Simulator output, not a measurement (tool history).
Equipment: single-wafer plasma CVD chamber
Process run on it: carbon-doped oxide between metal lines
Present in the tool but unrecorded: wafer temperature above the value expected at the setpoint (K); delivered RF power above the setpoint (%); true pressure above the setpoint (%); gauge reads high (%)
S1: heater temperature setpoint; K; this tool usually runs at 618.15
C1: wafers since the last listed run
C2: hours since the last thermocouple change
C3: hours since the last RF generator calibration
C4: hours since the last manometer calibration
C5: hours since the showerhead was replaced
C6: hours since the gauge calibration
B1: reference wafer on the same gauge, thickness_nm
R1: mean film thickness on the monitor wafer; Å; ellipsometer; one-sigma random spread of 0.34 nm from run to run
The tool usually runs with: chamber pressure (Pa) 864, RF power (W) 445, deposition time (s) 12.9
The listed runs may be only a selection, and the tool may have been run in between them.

{"run": 1, "hour": 0.0, "S1": 618.15, "chamber pressure (Pa)": 864, "RF power (W)": 445, "deposition time (s)": 12.9, "C1": 0, "C2": 1492.6, "C3": 1283.4, "C4": 1759.6, "C5": 3629.0, "C6": 2056.7, "B1": 56.052, "R1": 649.83}
{"run": 2, "hour": 26.8, "S1": 618.15, "chamber pressure (Pa)": 864, "RF power (W)": 445, "deposition time (s)": 12.9, "C1": 523, "C2": 1519.4, "C3": 1310.2, "C4": 1786.4, "C5": 3655.8, "C6": 2083.5, "B1": 56.061, "R1": 639.17}
{"hour": 85.8, "done": "gauge calibrated"}
{"run": 3, "hour": 218.5, "S1": 618.15, "chamber pressure (Pa)": 864, "RF power (W)": 445, "deposition time (s)": 12.9, "C1": 3747, "C2": 1711.1, "C3": 1501.9, "C4": 1978.1, "C5": 3847.5, "C6": 132.7, "B1": 56.093, "R1": 640.76}
{"hour": 259.4, "done": "thermocouple changed; heater temperature recalibrated"}
{"run": 4, "hour": 268.3, "S1": 618.15, "chamber pressure (Pa)": 864, "RF power (W)": 445, "deposition time (s)": 12.9, "C1": 817, "C2": 8.9, "C3": 1551.7, "C4": 2027.9, "C5": 3897.3, "C6": 182.5, "B1": 56.021, "R1": 639.01}
{"run": 5, "hour": 307.2, "S1": 618.15, "chamber pressure (Pa)": 864, "RF power (W)": 445, "deposition time (s)": 12.9, "C1": 760, "C2": 47.8, "C3": 1590.6, "C4": 2066.8, "C5": 3936.2, "C6": 221.4, "B1": 55.965, "R1": 636.11}
{"run": 6, "hour": 373.5, "S1": 618.15, "chamber pressure (Pa)": 864, "RF power (W)": 445, "deposition time (s)": 12.9, "C1": 1295, "C2": 114.1, "C3": 1656.9, "C4": 2133.1, "C5": 4002.5, "C6": 287.7, "B1": 56.053, "R1": 637.54}
{"run": 7, "hour": 401.6, "S1": 618.15, "chamber pressure (Pa)": 864, "RF power (W)": 445, "deposition time (s)": 12.9, "C1": 549, "C2": 142.2, "C3": 1685.0, "C4": 2161.2, "C5": 4030.6, "C6": 315.8, "B1": 55.998, "R1": 631.2}
{"run": 8, "hour": 468.2, "S1": 630.15, "chamber pressure (Pa)": 864, "RF power (W)": 365, "deposition time (s)": 11.0, "C1": 1301, "C2": 208.8, "C3": 1751.6, "C4": 2227.8, "C5": 4097.2, "C6": 382.4, "B1": 56.003, "R1": 440.46}
{"run": 9, "hour": 528.6, "S1": 608.15, "chamber pressure (Pa)": 765, "RF power (W)": 500, "deposition time (s)": 12.9, "C1": 1180, "C2": 269.2, "C3": 1812.0, "C4": 2288.2, "C5": 4157.6, "C6": 442.8, "B1": 56.084, "R1": 707.92}
{"run": 10, "hour": 553.0, "S1": 625.15, "chamber pressure (Pa)": 919, "RF power (W)": 445, "deposition time (s)": 12.9, "C1": 476, "C2": 293.6, "C3": 1836.4, "C4": 2312.6, "C5": 4182.0, "C6": 467.2, "B1": 56.0, "R1": 623.53}
{"run": 11, "hour": 620.4, "S1": 618.15, "chamber pressure (Pa)": 864, "RF power (W)": 410, "deposition time (s)": 12.9, "C1": 1317, "C2": 361.0, "C3": 1903.8, "C4": 2380.0, "C5": 4249.4, "C6": 534.6, "B1": 55.916, "R1": 583.44}
{"run": 12, "hour": 663.2, "S1": 605.15, "chamber pressure (Pa)": 761, "RF power (W)": 445, "deposition time (s)": 12.9, "C1": 836, "C2": 403.8, "C3": 1946.6, "C4": 2422.8, "C5": 4292.2, "C6": 577.4, "B1": 56.145, "R1": 652.44}
{"run": 13, "hour": 695.2, "S1": 618.15, "chamber pressure (Pa)": 864, "RF power (W)": 445, "deposition time (s)": 12.9, "C1": 625, "C2": 435.8, "C3": 1978.6, "C4": 2454.8, "C5": 4324.2, "C6": 609.4, "B1": 56.016, "R1": 634.4}
{"run": 14, "hour": 748.0, "S1": 627.15, "chamber pressure (Pa)": 864, "RF power (W)": 395, "deposition time (s)": 12.9, "C1": 1032, "C2": 488.6, "C3": 2031.4, "C4": 2507.6, "C5": 4377.0, "C6": 662.2, "B1": 56.031, "R1": 556.36}
{"hour": 784.8, "done": "showerhead replaced"}
{"run": 15, "hour": 785.2, "S1": 618.15, "chamber pressure (Pa)": 864, "RF power (W)": 445, "deposition time (s)": 12.9, "C1": 570, "C2": 525.8, "C3": 2068.6, "C4": 2544.8, "C5": 0.4, "C6": 699.4, "B1": 55.86, "R1": 634.16}
{"hour": 804.0, "done": "capacitance manometer re-zeroed and calibrated"}
{"run": 16, "hour": 827.6, "S1": 618.15, "chamber pressure (Pa)": 1072, "RF power (W)": 445, "deposition time (s)": 13.6, "C1": 672, "C2": 568.2, "C3": 2111.0, "C4": 23.6, "C5": 42.8, "C6": 741.8, "B1": 55.922, "R1": 666.96}
{"run": 17, "hour": 875.2, "S1": 618.15, "chamber pressure (Pa)": 864, "RF power (W)": 445, "deposition time (s)": 15.3, "C1": 930, "C2": 615.8, "C3": 2158.6, "C4": 71.2, "C5": 90.4, "C6": 789.4, "B1": 56.168, "R1": 739.28}
{"hour": 928.9, "done": "RF generator calibrated"}
{"run": 18, "hour": 930.2, "S1": 618.15, "chamber pressure (Pa)": 864, "RF power (W)": 445, "deposition time (s)": 12.9, "C1": 918, "C2": 670.8, "C3": 1.3, "C4": 126.2, "C5": 145.4, "C6": 844.4, "B1": 56.02, "R1": 652.41}
{"run": 19, "hour": 996.4, "S1": 618.15, "chamber pressure (Pa)": 864, "RF power (W)": 530, "deposition time (s)": 12.9, "C1": 1294, "C2": 737.0, "C3": 67.5, "C4": 192.4, "C5": 211.6, "C6": 910.6, "B1": 55.956, "R1": 747.88}
{"run": 20, "hour": 1037.4, "S1": 611.15, "chamber pressure (Pa)": 864, "RF power (W)": 400, "deposition time (s)": 10.9, "C1": 801, "C2": 778.0, "C3": 108.5, "C4": 233.4, "C5": 252.6, "C6": 951.6, "B1": 56.132, "R1": 515.04}
{"run": 21, "hour": 1097.4, "S1": 618.15, "chamber pressure (Pa)": 864, "RF power (W)": 445, "deposition time (s)": 12.9, "C1": 1172, "C2": 838.0, "C3": 168.5, "C4": 293.4, "C5": 312.6, "C6": 1011.6, "B1": 56.165, "R1": 658.89}
{"run": 22, "hour": 1143.0, "S1": 604.15, "chamber pressure (Pa)": 1052, "RF power (W)": 445, "deposition time (s)": 12.9, "C1": 891, "C2": 883.6, "C3": 214.1, "C4": 339.0, "C5": 358.2, "C6": 1057.2, "B1": 55.978, "R1": 681.03}
{"run": 23, "hour": 1176.0, "S1": 618.15, "chamber pressure (Pa)": 864, "RF power (W)": 445, "deposition time (s)": 12.9, "C1": 645, "C2": 916.6, "C3": 247.1, "C4": 372.0, "C5": 391.2, "C6": 1090.2, "B1": 56.026, "R1": 656.41}
{"run": 24, "hour": 1239.2, "S1": 618.15, "chamber pressure (Pa)": 864, "RF power (W)": 445, "deposition time (s)": 12.9, "C1": 1235, "C2": 979.8, "C3": 310.3, "C4": 435.2, "C5": 454.4, "C6": 1153.4, "B1": 55.943, "R1": 656.52}
{"run": 25, "hour": 1280.4, "S1": 618.15, "chamber pressure (Pa)": 864, "RF power (W)": 445, "deposition time (s)": 12.9, "C1": 805, "C2": 1021.0, "C3": 351.5, "C4": 476.4, "C5": 495.6, "C6": 1194.6, "B1": 56.015, "R1": 658.22}
{"run": 26, "hour": 1347.1, "S1": 603.15, "chamber pressure (Pa)": 864, "RF power (W)": 530, "deposition time (s)": 12.9, "C1": 1303, "C2": 1087.7, "C3": 418.2, "C4": 543.1, "C5": 562.3, "C6": 1261.3, "B1": 56.128, "R1": 774.05}
{"run": 27, "hour": 1374.8, "S1": 618.15, "chamber pressure (Pa)": 864, "RF power (W)": 445, "deposition time (s)": 13.8, "C1": 541, "C2": 1115.4, "C3": 445.9, "C4": 570.8, "C5": 590.0, "C6": 1289.0, "B1": 56.029, "R1": 697.37}
{"run": 28, "hour": 1419.9, "S1": 604.15, "chamber pressure (Pa)": 864, "RF power (W)": 445, "deposition time (s)": 10.6, "C1": 881, "C2": 1160.5, "C3": 491.0, "C4": 615.9, "C5": 635.1, "C6": 1334.1, "B1": 56.02, "R1": 559.0}

Here are 4 independent what-if runs from the current tool condition. What would each one return?
{"run": "A", "hour": 1420.3, "S1": 618.15, "chamber pressure (Pa)": 864, "RF power (W)": 445, "deposition time (s)": 12.9, "C1": 7, "C2": 1160.9, "C3": 491.4, "C4": 616.3, "C5": 635.5, "C6": 1334.5, "B1": "?", "R1": "?"}
{"run": "B", "hour": 1420.3, "S1": 618.15, "chamber pressure (Pa)": 1048, "RF power (W)": 445, "deposition time (s)": 14.4, "C1": 7, "C2": 1160.9, "C3": 491.4, "C4": 616.3, "C5": 635.5, "C6": 1334.5, "B1": "?", "R1": "?"}
{"run": "C", "hour": 1420.3, "S1": 627.15, "chamber pressure (Pa)": 761, "RF power (W)": 485, "deposition time (s)": 14.5, "C1": 7, "C2": 1160.9, "C3": 491.4, "C4": 616.3, "C5": 635.5, "C6": 1334.5, "B1": "?", "R1": "?"}
{"run": "D", "hour": 1420.3, "S1": 611.15, "chamber pressure (Pa)": 788, "RF power (W)": 445, "deposition time (s)": 12.9, "C1": 7, "C2": 1160.9, "C3": 491.4, "C4": 616.3, "C5": 635.5, "C6": 1334.5, "B1": "?", "R1": "?"}

run=A B1=56.020 R1=648.74
run=B B1=56.020 R1=730.36
run=C B1=56.020 R1=752.18
run=D B1=56.020 R1=655.88
Without the tool's unlogged condition, the same runs would have read:
run=A R1=660.20
run=B R1=743.27
run=C R1=763.66
run=D R1=667.47

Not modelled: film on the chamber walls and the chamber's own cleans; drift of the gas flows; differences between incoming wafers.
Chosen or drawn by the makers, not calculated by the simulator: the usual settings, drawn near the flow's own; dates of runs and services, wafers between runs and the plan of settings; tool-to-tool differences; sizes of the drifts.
